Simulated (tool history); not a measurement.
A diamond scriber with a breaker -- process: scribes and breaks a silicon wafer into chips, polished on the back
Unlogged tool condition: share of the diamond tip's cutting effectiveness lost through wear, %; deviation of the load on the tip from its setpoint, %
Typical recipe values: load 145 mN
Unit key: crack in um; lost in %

run   hour  load  wafers since the last listed run  hours since the diamond tip was replaced  hours since the load on the tip was calibrated  incoming depth of the damage left on the back of the incoming wafer, um  crack  lost
  1    0.0   145                                 0                                     468.0                                           349.0                                                                     0.05   9.42  0.79
  2   16.0   145                                56                                     484.0                                           365.0                                                                     0.03   9.41  0.80
  3   28.4   116                                43                                     496.4                                           377.4                                                                     0.04   8.36  5.57
  4   36.6   116                                28                                     504.6                                           385.6                                                                     0.03   8.30  5.41
  5   46.4   145                                34                                     514.4                                           395.4                                                                     0.05   9.36  0.78
  6   62.9   145                                57                                     530.9                                           411.9                                                                     0.02   9.38  0.85
  7   75.9   145                                45                                     543.9                                           424.9                                                                     0.04   9.50  0.83
  8   84.7   145                                30                                     552.7                                           433.7                                                                     0.03   9.39  0.89
  9   98.2   145                                47                                     566.2                                           447.2                                                                     0.04   9.32  0.85
 10  111.9   145                                48                                     579.9                                           460.9                                                                     0.04   9.17  0.81
 11  129.2   145                                60                                     597.2                                           478.2                                                                     0.02   9.43  0.90
 12  144.8   145                                54                                     612.8                                           493.8                                                                     0.04   9.33  1.01
 13  151.7   121                                24                                     619.7                                           500.7                                                                     0.02   8.25  4.63
     156.3  -- diamond tip replaced by a new one
 14  166.4   121                                44                                      10.1                                           515.4                                                                     0.03   9.22  1.15
 15  176.7   121                                36                                      20.4                                           525.7                                                                     0.01   9.10  1.15
 16  192.8   145                                56                                      36.5                                           541.8                                                                     0.03  10.22  1.06
 17  204.9   175                                42                                      48.6                                           553.9                                                                     0.04  11.53  5.31
 18  211.5   145                                23                                      55.2                                           560.5                                                                     0.02  10.38  1.25
 19  226.4   108                                52                                      70.1                                           575.4                                                                     0.04   8.61  2.75
 20  232.8   160                                22                                      76.5                                           581.8                                                                     0.03  10.86  3.18
     245.7  -- load on the tip recalibrated
 21  285.8   114                               179                                     129.5                                            40.1                                                                     0.02   8.26  4.92
 22  293.9   172                                28                                     137.6                                            48.2                                                                     0.04  10.30  1.78
 23  309.1   187                                53                                     152.8                                            63.4                                                                     0.04  11.00  3.95
 24  319.8   145                                37                                     163.5                                            74.1                                                                     0.02   9.48  0.65
 25  330.4   110                                37                                     174.1                                            84.7                                                                     0.03   8.12  6.28
 26  342.4   171                                42                                     186.1                                            96.7                                                                     0.02  10.74  1.74
 27  396.0   157                               188                                     239.7                                           150.3                                                                     0.04   9.95  0.74
 28  409.6   133                                47                                     253.3                                           163.9                                                                     0.03   8.77  1.51
 29  419.5   145                                34                                     263.2                                           173.8                                                                     0.02   9.64  0.63
 30  426.0   109                                22                                     269.7                                           180.3                                                                     0.02   7.89  6.54
 31  436.8   145                                37                                     280.5                                           191.1                                                                     0.04   9.76  0.66
 32  445.0   111                                28                                     288.7                                           199.3                                                                     0.03   8.20  6.72

Exercise: give the hidden state of the tool at every run:
H1: share of the diamond tip's cutting effectiveness lost through wear, %
H2: deviation of the load on the tip from its setpoint, %
run    H1     H2
  1  9.11   5.81
  2   9.6   6.25
  3    10   6.61
  4  10.3   6.85
  5  10.6   7.14
  6  11.1   7.65
  7  11.6   8.07
  8  11.9   8.36
  9  12.4   8.81
 10  12.9   9.29
 11  13.6   9.92
 12  14.2   10.5
 13  14.4   10.8
 14  2.22   11.3
 15  2.23   11.7
 16  2.26   12.4
 17   2.3   12.9
 18  2.32   13.2
 19  2.38   13.8
 20  2.41   14.1
 21  2.76  0.705
 22  2.83  0.732
 23  2.98  0.797
 24  3.08  0.854
 25   3.2  0.919
 26  3.34      1
 27  4.08   1.51
 28   4.3   1.67
 29  4.46    1.8
 30  4.57   1.89
 31  4.77   2.04
 32  4.92   2.17
